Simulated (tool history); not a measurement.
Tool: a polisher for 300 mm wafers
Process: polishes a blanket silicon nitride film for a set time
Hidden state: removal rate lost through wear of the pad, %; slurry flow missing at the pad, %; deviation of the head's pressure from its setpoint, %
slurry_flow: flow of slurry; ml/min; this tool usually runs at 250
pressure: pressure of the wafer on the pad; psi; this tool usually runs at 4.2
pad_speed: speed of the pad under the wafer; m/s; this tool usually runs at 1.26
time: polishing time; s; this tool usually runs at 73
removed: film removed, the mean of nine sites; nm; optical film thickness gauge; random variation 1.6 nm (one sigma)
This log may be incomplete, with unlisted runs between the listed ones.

run     day  slurry_flow  pressure  pad_speed  time  wafers since the last listed run  wafers polished on this pad  hours since the slurry nozzle was cleaned  hours since the head pressure was calibrated  incoming thickness of the incoming film, nm  removed
  1       0          210       4.2       1.26    73                                 0                          998                                        123                                         179.3                                        716.9    160.9
  2   2.104          210       4.2       1.26    73                               254                         1252                                      173.5                                         229.8                                          726    158.5
  3   4.138          250       4.2        1.5    73                               245                         1498                                      222.3                                         278.6                                        703.2    182.1
      4.704  -- worn pad replaced by a new one
  4   7.033          250       4.2        1.5    73                               329                          281                                      291.8                                         348.1                                        732.2    192.3
  5   9.883          250       4.2        1.5    73                               344                          626                                      360.2                                         416.5                                        727.4    191.2
         10  -- slurry nozzle cleaned
  6  11.971          250       4.2       1.26    73                               247                          873                                       47.3                                         466.6                                        726.3    161.1
  7  13.629          250       4.2       1.58    73                               200                         1073                                       87.1                                         506.4                                        724.4    196.3
  8  14.721          250       3.8       1.26    73                               131                         1205                                      113.3                                         532.6                                          721    149.5
     16.717  -- worn pad replaced by a new one
     22.542  -- slurry nozzle cleaned
  9  23.362          250       3.8       1.26    73                              1019                          798                                       19.7                                           740                                        724.1    156.5
 10    24.4          250       4.2       0.92    73                               125                          923                                       44.6                                         764.9                                        715.2    128.7
 11  25.479          250       4.2       1.26    73                               130                         1054                                       70.5                                         790.8                                        714.7    167.4
 12  27.717          250       4.2       1.26    73                               270                         1324                                      124.2                                         844.5                                        721.4      165
 13  30.712          250       4.2       1.26    86                               362                         1686                                      196.1                                         916.4                                        711.4    182.9
       32.6  -- worn pad replaced by a new one
 14  33.638          250       4.2       1.26    86                               333                          125                                      266.3                                         986.6                                        720.6    205.2
     35.696  -- slurry nozzle cleaned
 15  36.012          250       4.6       1.26    73                               282                          407                                        7.6                                        1043.6                                        720.9    184.8
 16  43.321          210       4.2       1.26    73                               883                         1291                                        183                                          1219                                        727.3    158.8
 17  45.775          250       5.3          1    73                               296                         1587                                      241.9                                        1277.9                                        725.1    163.3
 18  47.746          275       4.2       1.44    73                               238                         1826                                      289.2                                        1325.2                                        715.1    174.4
     48.438  -- worn pad replaced by a new one
      48.55  -- head pressure recalibrated
 19  48.904          250       4.2       1.26    73                               109                           46                                        317                                           8.5                                        719.9    171.6
 20  51.025          250       5.3       1.54    73                               256                          302                                      367.9                                          59.4                                        719.7    241.1
     51.242  -- slurry nozzle cleaned
 21  53.242          250       4.2       1.26    73                               262                          565                                         48                                         112.6                                        720.1    163.8
 22  56.162          175       4.2       1.26    97                               353                          919                                      118.1                                         182.7                                        718.4    204.7
 23  57.238          250       4.2       1.68    50                               129                         1049                                      143.9                                         208.5                                        720.4    139.7
 24  58.446          340       5.5       0.96    82                               146                         1195                                      172.9                                         237.5                                        731.6    190.2
     62.296  -- worn pad replaced by a new one
 25  62.917          325       4.2       1.26    61                               520                           74                                      280.2                                         344.8                                        717.4    151.1
     63.188  -- slurry nozzle cleaned
 26  63.929          250       4.2       1.26    73                               117                          192                                       17.8                                         369.1                                        719.2    172.8
 27  65.029          180       4.2       1.26    73                               132                          325                                       44.2                                         395.5                                        718.3    162.4
 28  67.321          250       4.9       1.44    54                               277                          602                                       99.2                                         450.5                                        723.1    159.3
 29  69.288          250       4.2       1.26    73                               237                          840                                      146.4                                         497.7                                        727.6    165.7

3 ways to go on from here, each from the tool as it stands after run 29. What would each give?
  A  69.304          250       4.2       1.26    73                                 2                          842                                      146.8                                         498.1                                        709.6        ?
  B  69.304          250       4.2       1.26    85                                 2                          842                                      146.8                                         498.1                                        709.6        ?
  C  69.304          250       4.2       1.12    73                                 2                          842                                      146.8                                         498.1                                        709.6        ?

run  removed
  A    168.9
  B    196.6
  C    153.7
Had the tool no hidden state, the same runs would have come out as:
run  removed
  A    178.3
  B    207.6
  C    162.2
